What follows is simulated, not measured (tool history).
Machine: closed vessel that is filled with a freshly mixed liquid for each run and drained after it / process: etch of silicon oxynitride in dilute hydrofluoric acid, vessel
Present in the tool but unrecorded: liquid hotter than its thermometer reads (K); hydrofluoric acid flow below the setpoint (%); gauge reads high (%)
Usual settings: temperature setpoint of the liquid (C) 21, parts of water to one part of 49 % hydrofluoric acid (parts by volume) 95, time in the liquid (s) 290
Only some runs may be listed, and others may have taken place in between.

run	hour	temperature setpoint of the liquid (C)	parts of water to one part of 49 % hydrofluoric acid (parts by volume)	time in the liquid (s)	wafers since the last listed run	hours since the thermometer was replaced	hours since the hydrofluoric acid flow meter was replaced	hours since the gauge calibration	read-back film thickness of the silicon oxynitride reference wafer, read on the same gauge (nm)	thickness taken off the silicon oxynitride on a monitor wafer (nm)
1	0	21	95	290	0	1004.1	508.4	2843.5	129.99	9.9
2	40.2	21	95	290	2192	1044.3	548.6	2883.7	129.99	9.89
3	137.2	21	95	290	5290	1141.3	645.6	2980.7	129.98	9.96
4	230.2	21	95	290	5072	1234.3	738.6	3073.7	129.97	9.98
5	282.9	21	95	290	2874	1287	791.3	3126.4	130.03	9.88
# hour 334.6: gauge calibrated
6	403	21	95	290	6550	1407.1	911.4	68.4	130.01	9.92
7	449.8	21	95	290	2552	1453.9	958.2	115.2	130.03	10.01
8	522.7	21	95	290	3976	1526.8	1031.1	188.1	129.97	10.02
# hour 593.3: hydrofluoric acid flow meter replaced
9	609.9	21	105	290	4701	1614	16.6	275.3	130.02	8.87
10	698.4	21	105	290	4827	1702.5	105.1	363.8	129.97	8.97
11	769	24	95	290	3850	1773.1	175.7	434.4	129.98	11.56
12	834.1	21	95	165	3550	1838.2	240.8	499.5	130.01	5.72
13	895.3	21	95	165	3338	1899.4	302	560.7	129.93	5.74
14	968.2	21	95	290	3976	1972.3	374.9	633.6	130.04	9.99
15	1074.4	19.5	75	200	5792	2078.5	481.1	739.8	129.94	8.29
16	1153.1	25.5	95	425	4292	2157.2	559.8	818.5	130	18.26
17	1240.1	21	95	290	4745	2244.2	646.8	905.5	129.94	10.05
18	1304.8	21	95	290	3528	2308.9	711.5	970.2	130.03	10.1
19	1411.3	23	95	180	5808	2415.4	818	1076.7	129.98	6.85
20	1453.3	21	95	410	2290	2457.4	860	1118.7	129.99	14.28
21	1522	21	95	290	3747	2526.1	928.7	1187.4	130	10.1
22	1574	21	95	170	2836	2578.1	980.7	1239.4	130.01	5.9
# hour 1643.3: thermometer replaced
# hour 1664.4: hydrofluoric acid flow meter replaced
23	1668	19	120	175	5018	24.7	3.6	1333.4	130.04	4.19
24	1732.1	21	95	290	3496	88.8	67.7	1397.5	130.01	9.75
25	1829.9	22.5	110	445	5334	186.6	165.5	1495.3	129.98	13.69
26	1868.2	23	95	290	2089	224.9	203.8	1533.6	130	10.63
27	1945.4	21	120	290	4210	302.1	281	1610.8	129.96	7.6
28	2020.5	21	95	290	4096	377.2	356.1	1685.9	130.04	9.77
29	2061.6	21	95	290	2241	418.3	397.2	1727	129.99	9.77
30	2163.3	24	65	290	5547	520	498.9	1828.7	130.04	17.01
31	2233.1	19	115	140	3807	589.8	568.7	1898.5	130.01	3.52
32	2298.4	21	95	290	3561	655.1	634	1963.8	130.01	9.84
33	2394	21	95	125	5214	750.7	729.6	2059.4	130	4.25
34	2441	17	95	360	2563	797.7	776.6	2106.4	130.03	10.03

A few steps of thickness taken off the silicon oxynitride on a monitor wafer (nm) between consecutive runs. Split each: what settings, incoming material and random variation would produce without the hidden state, and what is left over for the hidden state, along with gauge scatter present in only one of the two compared results (measured, and without hidden state):
Run 15 -> 16: temperature setpoint of the liquid (C) 19.5 -> 25.5, parts of water to one part of 49 % hydrofluoric acid (parts by volume) 75 -> 95, time in the liquid (s) 200 -> 425. thickness taken off the silicon oxynitride on a monitor wafer (nm) +9.97: hidden state +0.32, all else +9.65.
Run 16 -> 17: temperature setpoint of the liquid (C) 25.5 -> 21, time in the liquid (s) 425 -> 290. thickness taken off the silicon oxynitride on a monitor wafer (nm) -8.21: hidden state -0.25, all else -7.96.
Run 19 -> 20: temperature setpoint of the liquid (C) 23 -> 21, time in the liquid (s) 180 -> 410. thickness taken off the silicon oxynitride on a monitor wafer (nm) +7.43: hidden state +0.29, all else +7.14.
Run 30 -> 31: temperature setpoint of the liquid (C) 24 -> 19, parts of water to one part of 49 % hydrofluoric acid (parts by volume) 65 -> 115, time in the liquid (s) 290 -> 140. thickness taken off the silicon oxynitride on a monitor wafer (nm) -13.49: hidden state -0.15, all else -13.34.
